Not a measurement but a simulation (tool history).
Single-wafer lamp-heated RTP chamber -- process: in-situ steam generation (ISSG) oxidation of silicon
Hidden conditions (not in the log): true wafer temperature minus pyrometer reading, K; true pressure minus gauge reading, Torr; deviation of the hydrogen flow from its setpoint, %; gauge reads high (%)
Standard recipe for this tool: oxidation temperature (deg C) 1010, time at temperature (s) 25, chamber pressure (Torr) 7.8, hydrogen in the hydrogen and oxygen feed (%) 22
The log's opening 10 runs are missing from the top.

run    hour  oxidation temperature (deg C)  time at temperature (s)  chamber pressure (Torr)  hydrogen in the hydrogen and oxygen feed (%)  wafers since the last listed run  wafers since the last pyrometer calibration  hours since the pressure gauge was zeroed  hours since the hydrogen flow controller was replaced  hours since the gauge calibration  read-back reference wafer on the same gauge, thickness  oxide thickness on the monitor wafer (Å)
 11   700.9                           1010                       25                      7.8                                            17                               580                                         5226                                     2126.3                                                 4491.5                               2095                                                   7.041                                     59.75
      742.8  -- pressure gauge zeroed
      757.9  -- pyrometer window cleaned and pyrometer calibrated
 12   773.5                           1010                       25                      7.8                                            30                               489                                          135                                       30.7                                                 4564.1                             2167.6                                                   7.044                                     68.32
      830.1  -- gauge calibrated
 13   880.4                           1010                       25                      6.9                                            18                               925                                         1060                                      137.6                                                   4671                               50.3                                                   7.131                                     60.76
 14     975                           1016                       25                      7.8                                            22                               818                                         1879                                      232.2                                                 4765.6                              144.9                                                   7.122                                     65.79
 15  1046.6                            992                       19                      7.8                                            22                               619                                         2499                                      303.8                                                 4837.2                              216.5                                                   7.112                                     51.88
 16  1103.9                           1010                       25                      7.8                                            13                               495                                         2995                                      361.1                                                 4894.5                              273.8                                                   7.107                                     56.66
       1142  -- hydrogen flow controller replaced
 17  1142.4                           1010                       25                      7.8                                            22                               263                                         3259                                      399.6                                                    0.4                              312.3                                                   7.102                                     63.95
 18  1224.8                           1027                       17                      8.7                                            22                               713                                         3972                                        482                                                   82.8                              394.7                                                   7.094                                     57.05
 19  1325.6                           1010                       25                      7.8                                            22                               872                                         4844                                      582.8                                                  183.6                              495.5                                                   7.088                                     63.62
     1364.1  -- pyrometer window cleaned and pyrometer calibrated
 20  1393.4                           1010                       25                      7.8                                            22                               517                                          253                                      650.6                                                  251.4                              563.3                                                   7.083                                     63.55
 21  1514.6                           1026                       25                      7.8                                            22                              1049                                         1302                                      771.8                                                  372.6                              684.5                                                   7.079                                     68.73
 22  1554.1                           1010                       25                      7.8                                            22                               341                                         1644                                      811.3                                                  412.1                                724                                                   7.076                                     63.68
 23  1648.8                           1010                       25                      7.8                                            22                               819                                         2464                                        906                                                  506.8                              818.7                                                   7.073                                     63.54
 24  1741.8                           1010                       25                      7.8                                            17                               804                                         3269                                        999                                                  599.8                              911.7                                                   7.064                                        60
 25  1794.5                           1015                       25                      7.8                                            22                               456                                         3725                                     1051.7                                                  652.5                              964.4                                                   7.062                                     64.88
 26  1883.4                           1026                       16                      7.8                                            22                               769                                         4495                                     1140.6                                                  741.4                             1053.3                                                   7.067                                     55.05
 27  1956.8                           1010                       28                      7.8                                            12                               635                                         5130                                       1214                                                  814.8                             1126.7                                                   7.061                                     58.77
 28  2060.5                           1010                       25                      7.8                                            22                               897                                         6027                                     1317.7                                                  918.5                             1230.4                                                   7.054                                     63.38
     2073.5  -- pyrometer window cleaned and pyrometer calibrated
 29  2167.4                           1010                       21                      7.8                                            27                               856                                          812                                     1424.6                                                 1025.4                             1337.3                                                   7.057                                     61.26
 30  2218.9                            993                       25                      8.8                                            30                               445                                         1258                                     1476.1                                                 1076.9                             1388.8                                                   7.056                                      63.1

Here are 5 independent what-if runs from the current tool condition. What would each one return?
  A  2219.4                           1010                       25                      6.9                                            22                                 4                                         1262                                     1476.6                                                 1077.4                             1389.3                                                       ?                                         ?
  B  2219.4                           1016                       29                      7.8                                            29                                 4                                         1262                                     1476.6                                                 1077.4                             1389.3                                                       ?                                         ?
  C  2219.4                           1010                       25                      8.4                                            29                                 4                                         1262                                     1476.6                                                 1077.4                             1389.3                                                       ?                                         ?
  D  2219.4                           1010                       29                      7.8                                            22                                 4                                         1262                                     1476.6                                                 1077.4                             1389.3                                                       ?                                         ?
  E  2219.4                           1010                       35                        9                                            28                                 4                                         1262                                     1476.6                                                 1077.4                             1389.3                                                       ?                                         ?

run  read-back reference wafer on the same gauge, thickness  oxide thickness on the monitor wafer (Å)
  A                                                   7.057                                     63.03
  B                                                   7.057                                     75.01
  C                                                   7.057                                     67.44
  D                                                   7.057                                     68.17
  E                                                   7.057                                     78.54
With no hidden state in the tool, these same runs would have given:
run  oxide thickness on the monitor wafer (Å)
  A                                      63.7
  B                                      75.8
  C                                     68.16
  D                                     68.89
  E                                     79.37
